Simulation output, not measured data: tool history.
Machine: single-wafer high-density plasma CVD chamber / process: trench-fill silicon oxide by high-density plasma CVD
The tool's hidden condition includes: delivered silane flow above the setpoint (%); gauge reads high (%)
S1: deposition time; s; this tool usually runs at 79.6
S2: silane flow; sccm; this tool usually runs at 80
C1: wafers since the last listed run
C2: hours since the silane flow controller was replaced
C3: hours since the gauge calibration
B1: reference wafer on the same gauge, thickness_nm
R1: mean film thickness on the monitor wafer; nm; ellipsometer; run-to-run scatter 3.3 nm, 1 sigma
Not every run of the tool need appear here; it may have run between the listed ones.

run	day	S1	S2	C1	C2	C3	B1	R1
1	0.000	79.6	80	0	3670.3	596.9	700.720	597.735
2	1.088	79.6	80	365	3696.4	623.0	700.841	599.736
3	2.004	79.6	68	308	3718.4	645.0	699.068	509.544
4	3.188	79.6	80	398	3746.8	673.4	701.059	600.270
5	4.075	82.9	92	298	3768.1	694.7	700.363	713.642
6	4.746	86.1	71	225	3784.2	710.8	699.515	574.203
7	5.354	86.1	71	204	3798.8	725.4	699.320	570.077
8	6.596	86.1	71	417	3828.6	755.2	699.713	575.854
9	7.688	85.6	74	367	3854.8	781.4	700.409	599.344
# day 8.658: gauge calibrated
10	8.929	85.6	74	417	3884.6	6.5	700.392	600.384
11	9.662	92.1	80	246	3902.2	24.1	700.102	700.197
12	10.833	79.6	80	393	3930.3	52.2	699.655	603.039
13	11.379	79.6	80	183	3943.4	65.3	699.376	596.976
14	11.896	79.6	80	173	3955.8	77.7	700.558	599.233
# day 12.308: silane flow controller replaced
15	12.762	79.6	80	179	10.9	98.5	699.350	600.206
16	13.721	79.6	72	322	33.9	121.5	700.520	542.209
17	14.825	79.6	80	371	60.4	148.0	700.087	598.682
18	15.775	93.3	90	319	83.2	170.8	699.441	784.231
19	17.012	66.5	95	416	112.9	200.5	698.566	591.401
20	17.650	68.2	89	214	128.2	215.8	699.764	566.729
21	18.383	91.9	87	246	145.8	233.4	700.272	754.463
22	19.000	79.6	80	207	160.6	248.2	699.949	598.524
23	20.479	79.6	80	497	196.1	283.7	699.916	601.072
24	21.417	79.6	80	315	218.6	306.2	699.862	597.561
25	22.088	75.6	85	225	234.7	322.3	700.021	598.906
26	22.600	79.6	80	172	247.0	334.6	700.400	602.314
27	23.304	79.6	80	236	263.9	351.5	699.849	597.075
28	24.375	66.9	96	360	289.6	377.2	700.086	607.354
29	24.896	74.9	80	175	302.1	389.7	699.737	565.270
30	25.412	92.8	96	173	314.5	402.1	698.938	837.658
31	26.188	93.3	65	260	333.1	420.7	701.302	571.164

Forecast each of these 4 alternatives for the next run:
A	26.204	75.5	80	5	333.5	421.1	?	?
B	26.204	73.9	75	5	333.5	421.1	?	?
C	26.204	79.6	89	5	333.5	421.1	?	?
D	26.204	73.4	66	5	333.5	421.1	?	?

run	B1	R1
A	699.503	564.603
B	699.503	518.314
C	699.503	661.812
D	699.503	453.441
Without the tool's hidden state the same runs would have given:
run	R1
A	564.603
B	518.314
C	661.812
D	453.441
